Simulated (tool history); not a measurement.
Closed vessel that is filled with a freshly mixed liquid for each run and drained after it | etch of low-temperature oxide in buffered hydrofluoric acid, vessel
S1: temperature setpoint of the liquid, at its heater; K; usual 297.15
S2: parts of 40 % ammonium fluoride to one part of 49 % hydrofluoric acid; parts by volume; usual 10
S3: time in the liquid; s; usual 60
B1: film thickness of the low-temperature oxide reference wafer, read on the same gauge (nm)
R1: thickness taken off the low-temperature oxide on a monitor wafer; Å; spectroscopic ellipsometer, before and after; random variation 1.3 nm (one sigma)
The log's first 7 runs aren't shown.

run   hour      S1    S2  S3     B1      R1
  8  160.2  297.15    10  60  89.99  1531.6
       163  -- hydrofluoric acid flow meter replaced
  9  195.8  299.15     9  60  89.99  2130.3
 10  223.1  299.15     9  60  90.01  2111.6
 11  259.1  299.15     9  60  89.99  2124.8
 12  291.2  296.15  12.5  60  90.01  1386.6
 13  310.1  299.15    13  85     90  2174.8
 14  326.8  297.15     6  85  89.98  3995.9
 15  362.8  296.15  12.5  60  90.01  1378.5
 16  389.2  294.65    12  60     90  1312.1
 17  402.2  297.15    10  50  89.99  1495.6
 18    422  295.65    10  60  90.01  1656.8
 19  451.4  293.65  12.5  85  89.99  1693.7
       469  -- thermometer replaced
 20  469.9  292.65    14  50  90.01   748.6
 21  499.9  297.15    11  35  89.98   835.4
     509.1  -- gauge calibrated
 22  535.4  301.15    12  80  90.01    2156
 23  569.7  296.15  12.5  60  90.01  1217.4
 24  592.9  297.15    10  60  89.99  1552.8
 25  618.3  297.15    10  60  90.02  1571.6
 26  652.3  294.15     9  35  89.98   837.1
 27  683.7  293.65    10  60  89.99  1309.2
 28  704.2  297.15    10  60     90  1564.1
 29  725.1  300.65     8  90     90  3456.4
 30  760.4  300.15     8  50  90.01  1864.6
 31  786.1  293.65    10  60  89.99  1314.1
 32  802.1  299.15     9  60  89.98  1926.1

4 ways to go on from here, each from the tool as it stands after run 32. What would each give?
  A  802.8  297.15  12.5  60   ?   ?
  B  802.8  297.15  13.5  60   ?   ?
  C  802.8  294.15    10  40   ?   ?
  D  802.8  299.65  11.5  70   ?   ?

run     B1      R1
  A  89.99  1279.2
  B  89.99  1186.2
  C  89.99   899.5
  D  89.99  1852.8
Without the tool's hidden state the same runs would have given:
run      R1
  A  1295.9
  B  1201.8
  C   910.4
  D  1877.8

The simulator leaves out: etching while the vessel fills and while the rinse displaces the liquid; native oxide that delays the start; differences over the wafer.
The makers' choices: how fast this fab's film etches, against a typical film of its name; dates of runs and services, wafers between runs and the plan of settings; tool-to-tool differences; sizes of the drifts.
